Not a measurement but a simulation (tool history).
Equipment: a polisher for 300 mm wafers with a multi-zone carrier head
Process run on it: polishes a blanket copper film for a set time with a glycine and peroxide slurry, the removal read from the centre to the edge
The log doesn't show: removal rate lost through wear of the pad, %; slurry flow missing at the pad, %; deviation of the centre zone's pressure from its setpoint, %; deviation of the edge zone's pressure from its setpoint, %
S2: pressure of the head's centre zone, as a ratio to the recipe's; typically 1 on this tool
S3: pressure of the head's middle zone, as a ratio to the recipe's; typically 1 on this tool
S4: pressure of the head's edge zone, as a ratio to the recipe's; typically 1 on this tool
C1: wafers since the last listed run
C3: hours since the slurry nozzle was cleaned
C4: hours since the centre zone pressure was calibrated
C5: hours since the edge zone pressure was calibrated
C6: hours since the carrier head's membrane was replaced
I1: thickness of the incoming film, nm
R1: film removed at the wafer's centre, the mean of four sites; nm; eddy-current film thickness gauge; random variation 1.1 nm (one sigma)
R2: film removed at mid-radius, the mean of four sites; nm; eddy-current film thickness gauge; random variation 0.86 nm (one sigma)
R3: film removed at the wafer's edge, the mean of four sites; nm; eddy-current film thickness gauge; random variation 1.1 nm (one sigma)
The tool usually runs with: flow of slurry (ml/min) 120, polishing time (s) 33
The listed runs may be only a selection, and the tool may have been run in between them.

run 1 hour=0 | flow_of_slurry_(ml/min)=120 S2=1 S3=1 S4=1 polishing_time_(s)=33 | C1=0 wafers_polished_on_this_pad=667 C3=435.1 C4=759.6 C5=1173.7 C6=396.7 | I1=2002 | R1=87.5 R2=103 R3=107.4
run 2 hour=9 | flow_of_slurry_(ml/min)=120 S2=1 S3=1 S4=1 polishing_time_(s)=33 | C1=142 wafers_polished_on_this_pad=809 C3=444.1 C4=768.6 C5=1182.7 C6=405.7 | I1=2027.1 | R1=87.2 R2=103 R3=108
-- hour=13.3 worn pad replaced by a new one
run 3 hour=16.5 | flow_of_slurry_(ml/min)=120 S2=1 S3=1 S4=1 polishing_time_(s)=33 | C1=55 wafers_polished_on_this_pad=50 C3=451.6 C4=776.1 C5=1190.2 C6=413.2 | I1=2018.8 | R1=87.6 R2=103.9 R3=108.3
run 4 hour=40.7 | flow_of_slurry_(ml/min)=120 S2=1 S3=1 S4=1 polishing_time_(s)=38 | C1=381 wafers_polished_on_this_pad=432 C3=475.8 C4=800.3 C5=1214.4 C6=437.4 | I1=2019.6 | R1=100.6 R2=117 R3=124.9
run 5 hour=48.6 | flow_of_slurry_(ml/min)=120 S2=1 S3=1 S4=1 polishing_time_(s)=33 | C1=124 wafers_polished_on_this_pad=557 C3=483.7 C4=808.2 C5=1222.3 C6=445.3 | I1=2021.6 | R1=85.7 R2=101.7 R3=106.3
run 6 hour=54.9 | flow_of_slurry_(ml/min)=120 S2=1 S3=1 S4=1 polishing_time_(s)=33 | C1=99 wafers_polished_on_this_pad=656 C3=490 C4=814.5 C5=1228.6 C6=451.6 | I1=2022.8 | R1=87.3 R2=103.3 R3=108.2
-- hour=62.3 worn pad replaced by a new one
run 7 hour=62.8 | flow_of_slurry_(ml/min)=120 S2=1 S3=1 S4=1 polishing_time_(s)=33 | C1=61 wafers_polished_on_this_pad=7 C3=497.9 C4=822.4 C5=1236.5 C6=459.5 | I1=1990.2 | R1=86.1 R2=103.2 R3=106.5
-- hour=68.3 centre zone pressure recalibrated
-- hour=71.6 slurry nozzle cleaned
run 8 hour=75.7 | flow_of_slurry_(ml/min)=120 S2=1 S3=1 S4=1 polishing_time_(s)=33 | C1=156 wafers_polished_on_this_pad=164 C3=4.1 C4=7.4 C5=1249.4 C6=472.4 | I1=2006.1 | R1=112.6 R2=112 R3=114.1
run 9 hour=89.2 | flow_of_slurry_(ml/min)=120 S2=1 S3=1 S4=1 polishing_time_(s)=33 | C1=213 wafers_polished_on_this_pad=377 C3=17.6 C4=20.9 C5=1262.9 C6=485.9 | I1=2028 | R1=112.9 R2=113.2 R3=113.2
-- hour=103.6 carrier head's membrane replaced by a new one
-- hour=108 worn pad replaced by a new one
run 10 hour=108.5 | flow_of_slurry_(ml/min)=120 S2=1 S3=1 S4=1 polishing_time_(s)=33 | C1=162 wafers_polished_on_this_pad=8 C3=36.9 C4=40.2 C5=1282.2 C6=4.9 | I1=2035.5 | R1=110.9 R2=111.2 R3=113.1
run 11 hour=108.8 | flow_of_slurry_(ml/min)=120 S2=1 S3=1 S4=1 polishing_time_(s)=21 | C1=4 wafers_polished_on_this_pad=13 C3=37.2 C4=40.5 C5=1282.5 C6=5.2 | I1=2044.2 | R1=70.4 R2=69.8 R3=72.6
run 12 hour=116.7 | flow_of_slurry_(ml/min)=120 S2=1.09 S3=0.94 S4=1 polishing_time_(s)=33 | C1=124 wafers_polished_on_this_pad=137 C3=45.1 C4=48.4 C5=1290.4 C6=13.1 | I1=1994.2 | R1=121.9 R2=104.7 R3=112.9
run 13 hour=124.2 | flow_of_slurry_(ml/min)=120 S2=1 S3=1 S4=1 polishing_time_(s)=33 | C1=118 wafers_polished_on_this_pad=256 C3=52.6 C4=55.9 C5=1297.9 C6=20.6 | I1=2031.3 | R1=110.6 R2=112.1 R3=113.7
run 14 hour=135.3 | flow_of_slurry_(ml/min)=120 S2=1 S3=1 S4=1 polishing_time_(s)=41 | C1=175 wafers_polished_on_this_pad=431 C3=63.7 C4=67 C5=1309 C6=31.7 | I1=1992.6 | R1=136.3 R2=137.6 R3=140.4
-- hour=152.3 worn pad replaced by a new one
run 15 hour=152.8 | flow_of_slurry_(ml/min)=120 S2=1 S3=1.05 S4=1 polishing_time_(s)=41 | C1=213 wafers_polished_on_this_pad=7 C3=81.2 C4=84.5 C5=1326.5 C6=49.2 | I1=2032.2 | R1=134.6 R2=141.6 R3=140.9
-- hour=155.4 edge zone pressure recalibrated
run 16 hour=160.3 | flow_of_slurry_(ml/min)=120 S2=1 S3=1 S4=1 polishing_time_(s)=33 | C1=86 wafers_polished_on_this_pad=94 C3=88.7 C4=92 C5=4.9 C6=56.7 | I1=2009.2 | R1=106.5 R2=110.1 R3=114.1
run 17 hour=176.8 | flow_of_slurry_(ml/min)=120 S2=1 S3=1 S4=1 polishing_time_(s)=33 | C1=260 wafers_polished_on_this_pad=354 C3=105.2 C4=108.5 C5=21.4 C6=73.2 | I1=2030.9 | R1=111.1 R2=109 R3=112.6
run 18 hour=193.8 | flow_of_slurry_(ml/min)=120 S2=1.09 S3=1 S4=0.91 polishing_time_(s)=33 | C1=268 wafers_polished_on_this_pad=623 C3=122.2 C4=125.5 C5=38.4 C6=90.2 | I1=2038 | R1=117.1 R2=108.9 R3=105.1
-- hour=209.4 worn pad replaced by a new one
run 19 hour=210.4 | flow_of_slurry_(ml/min)=150 S2=1 S3=1.04 S4=1 polishing_time_(s)=39 | C1=198 wafers_polished_on_this_pad=16 C3=138.8 C4=142.1 C5=55 C6=106.8 | I1=2021.2 | R1=135.1 R2=138.2 R3=135.7
run 20 hour=218.1 | flow_of_slurry_(ml/min)=85 S2=1 S3=1 S4=1.11 polishing_time_(s)=33 | C1=121 wafers_polished_on_this_pad=137 C3=146.5 C4=149.8 C5=62.7 C6=114.5 | I1=2057 | R1=95.4 R2=96.2 R3=110

Here are 3 independent what-if runs from the current tool condition. What would each one return?
run A hour=218.5 | flow_of_slurry_(ml/min)=120 S2=1.06 S3=1 S4=1 polishing_time_(s)=33 | C1=6 wafers_polished_on_this_pad=143 C3=146.9 C4=150.2 C5=63.1 C6=114.9 | I1=2015.8 | R1=? R2=? R3=?
run B hour=218.5 | flow_of_slurry_(ml/min)=100 S2=1 S3=1 S4=1 polishing_time_(s)=33 | C1=6 wafers_polished_on_this_pad=143 C3=146.9 C4=150.2 C5=63.1 C6=114.9 | I1=2015.8 | R1=? R2=? R3=?
run C hour=218.5 | flow_of_slurry_(ml/min)=120 S2=1.07 S3=1.07 S4=0.89 polishing_time_(s)=26 | C1=6 wafers_polished_on_this_pad=143 C3=146.9 C4=150.2 C5=63.1 C6=114.9 | I1=2015.8 | R1=? R2=? R3=?

run=A R1=112.5 R2=107.8 R3=111.4
run=B R1=99.8 R2=102.3 R3=107.6
run=C R1=89.5 R2=90 R3=83
Take away the tool's hidden state, keep each run's random variation, and the runs would have read:
run=A R1=118.9 R2=113.8 R3=115.6
run=B R1=106.7 R2=109 R3=112.2
run=C R1=94.6 R2=95 R3=86.2
